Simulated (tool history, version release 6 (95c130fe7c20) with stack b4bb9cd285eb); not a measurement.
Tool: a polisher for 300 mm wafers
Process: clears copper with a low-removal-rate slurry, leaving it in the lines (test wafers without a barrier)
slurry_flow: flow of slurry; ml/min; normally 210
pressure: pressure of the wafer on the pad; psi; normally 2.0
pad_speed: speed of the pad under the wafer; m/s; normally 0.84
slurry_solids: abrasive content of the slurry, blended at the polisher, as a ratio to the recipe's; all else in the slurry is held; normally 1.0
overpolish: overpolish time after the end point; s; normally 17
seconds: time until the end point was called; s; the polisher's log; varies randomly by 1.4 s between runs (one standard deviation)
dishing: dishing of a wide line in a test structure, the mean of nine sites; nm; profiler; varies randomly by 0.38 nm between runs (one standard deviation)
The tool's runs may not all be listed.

run,hour,slurry_flow,pressure,pad_speed,slurry_solids,overpolish,"incoming thickness of the incoming film, nm",seconds,dishing
1,0.0,210,2.0,0.84,1.0,17,195.3,118.7,19.6
2,16.0,210,2.0,0.84,1.0,17,195.6,120.6,18.2
3,28.9,210,2.0,0.84,1.0,17,193.3,123.4,18.4
4,44.5,165,2.0,0.84,1.0,17,194.3,132.3,17.1
# hour 50.2: worn pad replaced by a new one
5,51.6,210,2.0,0.84,0.8,17,195.2,128.0,18.3
6,77.0,210,2.0,0.84,1.0,17,197.3,124.1,18.4
7,93.2,210,2.0,0.84,1.0,17,196.0,125.5,18.1
8,103.7,210,2.2,0.84,1.0,17,194.1,115.2,19.6
9,112.8,175,2.0,0.84,1.0,17,197.4,135.7,16.9
# hour 120.2: slurry blender recalibrated
10,122.3,210,2.0,0.84,1.0,17,192.4,128.8,17.6
# hour 126.8: worn pad replaced by a new one
11,130.3,210,2.0,0.84,1.0,17,197.3,117.3,18.9
# hour 131.7: slurry nozzle cleaned
12,140.6,210,2.0,0.84,1.0,17,192.3,118.4,18.4
13,149.8,210,2.0,0.84,1.0,17,193.7,120.5,18.9
14,160.7,210,2.0,0.84,1.0,17,192.5,124.6,18.1

Run 15 has not been measured yet. What should we expect?
15,169.0,210,2.0,0.84,1.0,17,197.0,?,?

Logged for run 15: seconds 126.0 s, dishing 18.0 nm.
The same run, on a tool lacking any hidden state, would have yielded seconds 115.8 s, dishing 19.5 nm.

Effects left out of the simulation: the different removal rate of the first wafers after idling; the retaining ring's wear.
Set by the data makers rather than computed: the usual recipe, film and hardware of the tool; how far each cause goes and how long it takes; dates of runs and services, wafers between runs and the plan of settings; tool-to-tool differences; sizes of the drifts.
